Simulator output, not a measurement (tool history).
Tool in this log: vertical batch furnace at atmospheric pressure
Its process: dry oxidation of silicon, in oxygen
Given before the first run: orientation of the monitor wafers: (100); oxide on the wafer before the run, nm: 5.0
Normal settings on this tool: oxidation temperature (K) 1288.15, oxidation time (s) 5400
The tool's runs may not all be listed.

run     day  oxidation temperature (K)  oxidation time (s)  wafers since the last listed run  hours since the last temperature calibration  hours since the boat lift was adjusted  hours since the gauge calibration  read-back reference wafer on the same gauge, thickness  oxide thickness on the monitor wafer (angstrom)
  1   0.000                    1308.15                5400                                 0                                        3310.4                                   872.1                              153.3                                                   75.41                                            890.3
  2   1.546                    1308.15                5400                               357                                        3347.5                                   909.2                              190.4                                                   75.48                                            907.5
  3   3.888                    1308.15                5400                               541                                        3403.7                                   965.4                              246.6                                                   75.44                                            904.3
  4   7.529                    1288.15                5400                               842                                        3491.1                                  1052.8                              334.0                                                   75.54                                            754.0
  5  11.842                    1288.15                5400                               997                                        3594.6                                  1156.3                              437.5                                                   75.42                                            755.8
  6  13.829                    1288.15                5400                               459                                        3642.3                                  1204.0                              485.2                                                   75.32                                            747.6
  7  17.617                    1288.15                5400                               876                                        3733.2                                  1294.9                              576.1                                                   75.43                                            747.4
  8  21.158                    1288.15                5400                               819                                        3818.2                                  1379.9                              661.1                                                   75.35                                            752.4
  9  24.704                    1288.15                5400                               820                                        3903.3                                  1465.0                              746.2                                                   75.33                                            754.2
 10  28.108                    1288.15                5400                               787                                        3985.0                                  1546.7                              827.9                                                   75.42                                            747.7
 11  32.571                    1288.15                5400                              1032                                        4092.1                                  1653.8                              935.0                                                   75.43                                            752.2
 12  34.971                    1280.15                3420                               555                                        4149.7                                  1711.4                              992.6                                                   75.50                                            517.4
     36.317  -- thermocouples replaced and temperature profile calibrated
     39.004  -- gauge calibrated
 13  39.275                    1288.15                5400                               764                                          71.0                                  1814.7                                6.5                                                   75.39                                            750.8
 14  40.788                    1265.15                3090                               349                                         107.3                                  1851.0                               42.8                                                   75.26                                            423.1
 15  45.217                    1268.15                4710                              1024                                         213.6                                  1957.3                              149.1                                                   75.41                                            563.1
 16  46.838                    1288.15                3600                               375                                         252.5                                  1996.2                              188.0                                                   75.41                                            577.7
     48.783  -- boat lift adjusted
 17  48.804                    1288.15                5400                               223                                         299.7                                     0.5                              235.2                                                   75.47                                            753.1
 18  51.133                    1281.15                2880                               538                                         355.6                                    56.4                              291.1                                                   75.39                                            467.2
 19  52.942                    1288.15                2970                               418                                         399.0                                    99.8                              334.5                                                   75.44                                            511.3
 20  56.712                    1288.15                5400                               872                                         489.5                                   190.3                              425.0                                                   75.24                                            754.8
 21  60.912                    1268.15                4710                               971                                         590.3                                   291.1                              525.8                                                   75.44                                            561.7
 22  65.150                    1281.15                2820                               980                                         692.0                                   392.8                              627.5                                                   75.42                                            462.7

Forecast each of these 5 alternatives for the next run:
  A  65.354                    1288.15                5400                                47                                         696.9                                   397.7                              632.4                                                       ?                                                ?
  B  65.354                    1280.15                3390                                47                                         696.9                                   397.7                              632.4                                                       ?                                                ?
  C  65.354                    1307.15                2820                                47                                         696.9                                   397.7                              632.4                                                       ?                                                ?
  D  65.354                    1309.15                4500                                47                                         696.9                                   397.7                              632.4                                                       ?                                                ?
  E  65.354                    1288.15                7980                                47                                         696.9                                   397.7                              632.4                                                       ?                                                ?

run  read-back reference wafer on the same gauge, thickness  oxide thickness on the monitor wafer (angstrom)
  A                                                   75.36                                            750.1
  B                                                   75.36                                            514.6
  C                                                   75.36                                            585.9
  D                                                   75.36                                            802.3
  E                                                   75.36                                            974.4
With the hidden condition removed and each run's random variation left untouched, the same runs would have given:
run  oxide thickness on the monitor wafer (angstrom)
  A                                            750.1
  B                                            514.6
  C                                            585.9
  D                                            802.3
  E                                            974.4
